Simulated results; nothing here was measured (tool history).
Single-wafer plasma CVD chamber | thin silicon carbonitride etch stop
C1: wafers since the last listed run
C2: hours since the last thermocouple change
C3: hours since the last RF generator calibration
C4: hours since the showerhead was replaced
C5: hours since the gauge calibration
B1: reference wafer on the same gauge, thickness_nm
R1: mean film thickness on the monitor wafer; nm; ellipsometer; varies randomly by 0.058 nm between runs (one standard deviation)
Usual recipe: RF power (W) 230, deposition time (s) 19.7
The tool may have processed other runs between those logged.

Run 1, hour 0.0: usual settings but deposition time (s) 18.1; C1 0; C2 741.4; C3 700.4; C4 4771.1; C5 256.6; B1 13.685. Result: R1 10.978 nm.
At hour 62.8: RF generator calibrated.
Run 2, hour 88.1: usual settings but deposition time (s) 18.1; C1 1574; C2 829.5; C3 25.3; C4 4859.2; C5 344.7; B1 13.711. Result: R1 10.900 nm.
Run 3, hour 182.9: usual settings; C1 1863; C2 924.3; C3 120.1; C4 4954.0; C5 439.5; B1 13.700. Result: R1 11.803 nm.
Run 4, hour 252.3: usual settings; C1 1364; C2 993.7; C3 189.5; C4 5023.4; C5 508.9; B1 13.687. Result: R1 11.902 nm.
Run 5, hour 289.2: usual settings but RF power (W) 195; C1 725; C2 1030.6; C3 226.4; C4 5060.3; C5 545.8; B1 13.653. Result: R1 11.337 nm.
Run 6, hour 353.2: usual settings but RF power (W) 195; C1 1258; C2 1094.6; C3 290.4; C4 5124.3; C5 609.8; B1 13.661. Result: R1 11.373 nm.
Run 7, hour 441.1: usual settings but RF power (W) 195; C1 1727; C2 1182.5; C3 378.3; C4 5212.2; C5 697.7; B1 13.632. Result: R1 11.228 nm.
Run 8, hour 486.1: usual settings but RF power (W) 240; C1 884; C2 1227.5; C3 423.3; C4 5257.2; C5 742.7; B1 13.622. Result: R1 11.946 nm.
Run 9, hour 524.9: usual settings but RF power (W) 240; C1 762; C2 1266.3; C3 462.1; C4 5296.0; C5 781.5; B1 13.622. Result: R1 11.914 nm.
Run 10, hour 593.3: usual settings but RF power (W) 205, deposition time (s) 20.8; C1 1344; C2 1334.7; C3 530.5; C4 5364.4; C5 849.9; B1 13.591. Result: R1 12.131 nm.
Run 11, hour 630.7: usual settings but deposition time (s) 16.9; C1 735; C2 1372.1; C3 567.9; C4 5401.8; C5 887.3; B1 13.587. Result: R1 10.127 nm.
Run 12, hour 699.2: usual settings but deposition time (s) 16.9; C1 1346; C2 1440.6; C3 636.4; C4 5470.3; C5 955.8; B1 13.575. Result: R1 10.201 nm.
Run 13, hour 757.5: usual settings but deposition time (s) 18.9; C1 1145; C2 1498.9; C3 694.7; C4 5528.6; C5 1014.1; B1 13.553. Result: R1 11.334 nm.
Run 14, hour 811.3: usual settings; C1 1057; C2 1552.7; C3 748.5; C4 5582.4; C5 1067.9; B1 13.536. Result: R1 11.708 nm.
Run 15, hour 875.7: usual settings; C1 1265; C2 1617.1; C3 812.9; C4 5646.8; C5 1132.3; B1 13.486. Result: R1 11.711 nm.
At hour 891.6: RF generator calibrated.
Run 16, hour 928.0: usual settings; C1 870; C2 1669.4; C3 36.4; C4 5699.1; C5 1184.6; B1 13.480. Result: R1 11.667 nm.
Run 17, hour 1012.7: usual settings but RF power (W) 245, deposition time (s) 22.5; C1 1664; C2 1754.1; C3 121.1; C4 5783.8; C5 1269.3; B1 13.448. Result: R1 13.439 nm.
Run 18, hour 1099.6: usual settings but deposition time (s) 17.9; C1 1708; C2 1841.0; C3 208.0; C4 5870.7; C5 1356.2; B1 13.416. Result: R1 10.594 nm.
Run 19, hour 1195.5: usual settings but RF power (W) 195, deposition time (s) 22.6; C1 1885; C2 1936.9; C3 303.9; C4 5966.6; C5 1452.1; B1 13.374. Result: R1 12.800 nm.
At hour 1229.9: thermocouple changed; heater temperature recalibrated.
Run 20, hour 1283.5: usual settings but RF power (W) 260, deposition time (s) 21.6; C1 1572; C2 53.6; C3 391.9; C4 6054.6; C5 1540.1; B1 13.333. Result: R1 13.092 nm.
Run 21, hour 1383.7: usual settings; C1 1969; C2 153.8; C3 492.1; C4 6154.8; C5 1640.3; B1 13.291. Result: R1 11.571 nm.
Run 22, hour 1427.1: usual settings; C1 853; C2 197.2; C3 535.5; C4 6198.2; C5 1683.7; B1 13.269. Result: R1 11.456 nm.
Run 23, hour 1497.4: usual settings but RF power (W) 250, deposition time (s) 17.0; C1 1381; C2 267.5; C3 605.8; C4 6268.5; C5 1754.0; B1 13.231. Result: R1 10.087 nm.
At hour 1505.1: gauge calibrated.
Run 24, hour 1603.8: usual settings but RF power (W) 260, deposition time (s) 22.0; C1 2091; C2 373.9; C3 712.2; C4 6374.9; C5 98.7; B1 13.699. Result: R1 13.694 nm.
At hour 1626.5: RF generator calibrated.
At hour 1658.2: showerhead replaced.
Run 25, hour 1697.9: usual settings but RF power (W) 265, deposition time (s) 21.5; C1 1535; C2 468.0; C3 71.4; C4 39.7; C5 192.8; B1 13.697. Result: R1 13.484 nm.
Run 26, hour 1749.5: usual settings; C1 1014; C2 519.6; C3 123.0; C4 91.3; C5 244.4; B1 13.699. Result: R1 11.888 nm.
Run 27, hour 1848.8: usual settings; C1 1951; C2 618.9; C3 222.3; C4 190.6; C5 343.7; B1 13.695. Result: R1 11.943 nm.
Run 28, hour 1932.7: usual settings but deposition time (s) 18.9; C1 1649; C2 702.8; C3 306.2; C4 274.5; C5 427.6; B1 13.674. Result: R1 11.376 nm.
Run 29, hour 2015.1: usual settings but RF power (W) 215, deposition time (s) 18.2; C1 1619; C2 785.2; C3 388.6; C4 356.9; C5 510.0; B1 13.672. Result: R1 10.770 nm.
Run 30, hour 2102.4: usual settings; C1 1716; C2 872.5; C3 475.9; C4 444.2; C5 597.3; B1 13.651. Result: R1 11.939 nm.
Run 31, hour 2209.6: usual settings but deposition time (s) 20.9; C1 2107; C2 979.7; C3 583.1; C4 551.4; C5 704.5; B1 13.619. Result: R1 12.576 nm.
Run 32, hour 2294.5: usual settings but RF power (W) 205, deposition time (s) 21.4; C1 1668; C2 1064.6; C3 668.0; C4 636.3; C5 789.4; B1 13.609. Result: R1 12.525 nm.
Run 33, hour 2365.6: usual settings but RF power (W) 255, deposition time (s) 22.8; C1 1397; C2 1135.7; C3 739.1; C4 707.4; C5 860.5; B1 13.602. Result: R1 14.059 nm.

Per-run results on a tool with no hidden state, each run keeping its own random variation:
Hidden state present: wafer temperature above the value expected at the setpoint (K); delivered RF power above the setpoint (%); gauge reads high (%).
run      R1
  1  10.980
  2  10.909
  3  11.823
  4  11.931
  5  11.370
  6  11.416
  7  11.285
  8  12.015
  9  11.992
 10  12.225
 11  10.213
 12  10.303
 13  11.462
 14  11.855
 15  11.879
 16  11.851
 17  13.683
 18  10.815
 19  13.108
 20  13.448
 21  11.930
 22  11.832
 23  10.447
 24  13.692
 25  13.485
 26  11.893
 27  11.955
 28  11.396
 29  10.798
 30  11.984
 31  12.643
 32  12.611
 33  14.173
